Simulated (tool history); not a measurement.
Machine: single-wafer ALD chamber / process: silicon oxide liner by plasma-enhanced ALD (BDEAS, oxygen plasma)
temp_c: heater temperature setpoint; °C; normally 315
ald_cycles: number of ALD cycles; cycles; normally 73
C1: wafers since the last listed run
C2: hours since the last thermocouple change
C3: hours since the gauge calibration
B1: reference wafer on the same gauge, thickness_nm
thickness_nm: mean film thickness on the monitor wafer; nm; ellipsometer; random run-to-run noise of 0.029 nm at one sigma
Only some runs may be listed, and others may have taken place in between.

run 1 day=0.000 | temp_c=315 ald_cycles=73 | C1=0 C2=474.2 C3=616.5 | B1=6.663 | thickness_nm=6.308
run 2 day=1.225 | temp_c=315 ald_cycles=73 | C1=123 C2=503.6 C3=645.9 | B1=6.653 | thickness_nm=6.299
run 3 day=2.192 | temp_c=315 ald_cycles=73 | C1=97 C2=526.8 C3=669.1 | B1=6.643 | thickness_nm=6.366
run 4 day=2.850 | temp_c=315 ald_cycles=73 | C1=66 C2=542.6 C3=684.9 | B1=6.652 | thickness_nm=6.338
-- day=3.658 gauge calibrated
run 5 day=4.129 | temp_c=315 ald_cycles=73 | C1=129 C2=573.3 C3=11.3 | B1=6.643 | thickness_nm=6.309
run 6 day=4.788 | temp_c=315 ald_cycles=73 | C1=66 C2=589.1 C3=27.1 | B1=6.647 | thickness_nm=6.345
run 7 day=8.962 | temp_c=315 ald_cycles=73 | C1=422 C2=689.3 C3=127.3 | B1=6.649 | thickness_nm=6.346
run 8 day=9.662 | temp_c=315 ald_cycles=73 | C1=70 C2=706.1 C3=144.1 | B1=6.646 | thickness_nm=6.312
run 9 day=10.408 | temp_c=315 ald_cycles=73 | C1=75 C2=724.0 C3=162.0 | B1=6.652 | thickness_nm=6.332
run 10 day=11.042 | temp_c=315 ald_cycles=73 | C1=64 C2=739.2 C3=177.2 | B1=6.647 | thickness_nm=6.315
run 11 day=12.096 | temp_c=315 ald_cycles=73 | C1=106 C2=764.5 C3=202.5 | B1=6.649 | thickness_nm=6.314
run 12 day=13.546 | temp_c=315 ald_cycles=68 | C1=146 C2=799.3 C3=237.3 | B1=6.648 | thickness_nm=5.881
run 13 day=14.933 | temp_c=315 ald_cycles=77 | C1=140 C2=832.6 C3=270.6 | B1=6.647 | thickness_nm=6.699
run 14 day=15.796 | temp_c=315 ald_cycles=77 | C1=87 C2=853.3 C3=291.3 | B1=6.638 | thickness_nm=6.700
run 15 day=16.429 | temp_c=315 ald_cycles=73 | C1=64 C2=868.5 C3=306.5 | B1=6.646 | thickness_nm=6.308
run 16 day=17.725 | temp_c=315 ald_cycles=73 | C1=131 C2=899.6 C3=337.6 | B1=6.646 | thickness_nm=6.324
run 17 day=18.871 | temp_c=315 ald_cycles=73 | C1=115 C2=927.1 C3=365.1 | B1=6.642 | thickness_nm=6.315
run 18 day=19.733 | temp_c=315 ald_cycles=73 | C1=87 C2=947.8 C3=385.8 | B1=6.646 | thickness_nm=6.325
run 19 day=20.288 | temp_c=315 ald_cycles=73 | C1=56 C2=961.1 C3=399.1 | B1=6.650 | thickness_nm=6.334
run 20 day=21.229 | temp_c=315 ald_cycles=73 | C1=95 C2=983.7 C3=421.7 | B1=6.653 | thickness_nm=6.372
run 21 day=22.712 | temp_c=315 ald_cycles=62 | C1=150 C2=1019.3 C3=457.3 | B1=6.647 | thickness_nm=5.368
run 22 day=26.033 | temp_c=315 ald_cycles=62 | C1=336 C2=1099.0 C3=537.0 | B1=6.658 | thickness_nm=5.417
run 23 day=29.696 | temp_c=315 ald_cycles=73 | C1=370 C2=1186.9 C3=624.9 | B1=6.646 | thickness_nm=6.272
run 24 day=31.104 | temp_c=306 ald_cycles=83 | C1=142 C2=1220.7 C3=658.7 | B1=6.643 | thickness_nm=7.380
run 25 day=31.629 | temp_c=315 ald_cycles=64 | C1=53 C2=1233.3 C3=671.3 | B1=6.646 | thickness_nm=5.554
-- day=32.612 gauge calibrated
-- day=33.150 thermocouple changed; heater temperature recalibrated
run 26 day=33.171 | temp_c=323 ald_cycles=87 | C1=122 C2=0.5 C3=13.4 | B1=6.652 | thickness_nm=7.435
run 27 day=33.504 | temp_c=301 ald_cycles=67 | C1=33 C2=8.5 C3=21.4 | B1=6.652 | thickness_nm=5.959
run 28 day=34.504 | temp_c=310 ald_cycles=66 | C1=101 C2=32.5 C3=45.4 | B1=6.649 | thickness_nm=5.747
run 29 day=35.833 | temp_c=315 ald_cycles=73 | C1=134 C2=64.4 C3=77.3 | B1=6.657 | thickness_nm=6.357
run 30 day=37.296 | temp_c=315 ald_cycles=66 | C1=148 C2=99.5 C3=112.4 | B1=6.649 | thickness_nm=5.726
run 31 day=38.092 | temp_c=315 ald_cycles=73 | C1=80 C2=118.6 C3=131.5 | B1=6.649 | thickness_nm=6.324
run 32 day=39.125 | temp_c=315 ald_cycles=73 | C1=104 C2=143.4 C3=156.3 | B1=6.654 | thickness_nm=6.309
run 33 day=40.567 | temp_c=304 ald_cycles=64 | C1=145 C2=178.0 C3=190.9 | B1=6.649 | thickness_nm=5.651
run 34 day=41.746 | temp_c=329 ald_cycles=60 | C1=119 C2=206.3 C3=219.2 | B1=6.648 | thickness_nm=5.085
run 35 day=43.858 | temp_c=315 ald_cycles=73 | C1=213 C2=257.0 C3=269.9 | B1=6.643 | thickness_nm=6.335
run 36 day=45.029 | temp_c=315 ald_cycles=59 | C1=118 C2=285.1 C3=298.0 | B1=6.643 | thickness_nm=5.117
run 37 day=46.308 | temp_c=315 ald_cycles=73 | C1=129 C2=315.8 C3=328.7 | B1=6.649 | thickness_nm=6.329
run 38 day=47.079 | temp_c=315 ald_cycles=59 | C1=78 C2=334.3 C3=347.2 | B1=6.648 | thickness_nm=5.058
run 39 day=48.546 | temp_c=315 ald_cycles=73 | C1=148 C2=369.5 C3=382.4 | B1=6.650 | thickness_nm=6.382
run 40 day=49.738 | temp_c=315 ald_cycles=73 | C1=120 C2=398.1 C3=411.0 | B1=6.641 | thickness_nm=6.376
run 41 day=50.671 | temp_c=319 ald_cycles=61 | C1=94 C2=420.5 C3=433.4 | B1=6.650 | thickness_nm=5.281
run 42 day=51.250 | temp_c=315 ald_cycles=84 | C1=58 C2=434.4 C3=447.3 | B1=6.651 | thickness_nm=7.286
run 43 day=52.225 | temp_c=311 ald_cycles=62 | C1=98 C2=457.8 C3=470.7 | B1=6.642 | thickness_nm=5.400
run 44 day=53.158 | temp_c=302 ald_cycles=79 | C1=94 C2=480.2 C3=493.1 | B1=6.652 | thickness_nm=7.004
run 45 day=54.183 | temp_c=305 ald_cycles=79 | C1=103 C2=504.8 C3=517.7 | B1=6.656 | thickness_nm=6.982
run 46 day=55.354 | temp_c=303 ald_cycles=73 | C1=118 C2=532.9 C3=545.8 | B1=6.648 | thickness_nm=6.402
run 47 day=56.642 | temp_c=320 ald_cycles=73 | C1=130 C2=563.8 C3=576.7 | B1=6.656 | thickness_nm=6.316

Here are 4 independent what-if runs from the current tool condition. What would each one return?
run A day=56.662 | temp_c=315 ald_cycles=73 | C1=2 C2=564.3 C3=577.2 | B1=? | thickness_nm=?
run B day=56.662 | temp_c=303 ald_cycles=64 | C1=2 C2=564.3 C3=577.2 | B1=? | thickness_nm=?
run C day=56.662 | temp_c=327 ald_cycles=82 | C1=2 C2=564.3 C3=577.2 | B1=? | thickness_nm=?
run D day=56.662 | temp_c=305 ald_cycles=73 | C1=2 C2=564.3 C3=577.2 | B1=? | thickness_nm=?

run=A B1=6.646 thickness_nm=6.373
run=B B1=6.646 thickness_nm=5.696
run=C B1=6.646 thickness_nm=7.019
run=D B1=6.646 thickness_nm=6.476
Without the tool's hidden state the same runs would have given:
run=A thickness_nm=6.373
run=B thickness_nm=5.696
run=C thickness_nm=7.019
run=D thickness_nm=6.476

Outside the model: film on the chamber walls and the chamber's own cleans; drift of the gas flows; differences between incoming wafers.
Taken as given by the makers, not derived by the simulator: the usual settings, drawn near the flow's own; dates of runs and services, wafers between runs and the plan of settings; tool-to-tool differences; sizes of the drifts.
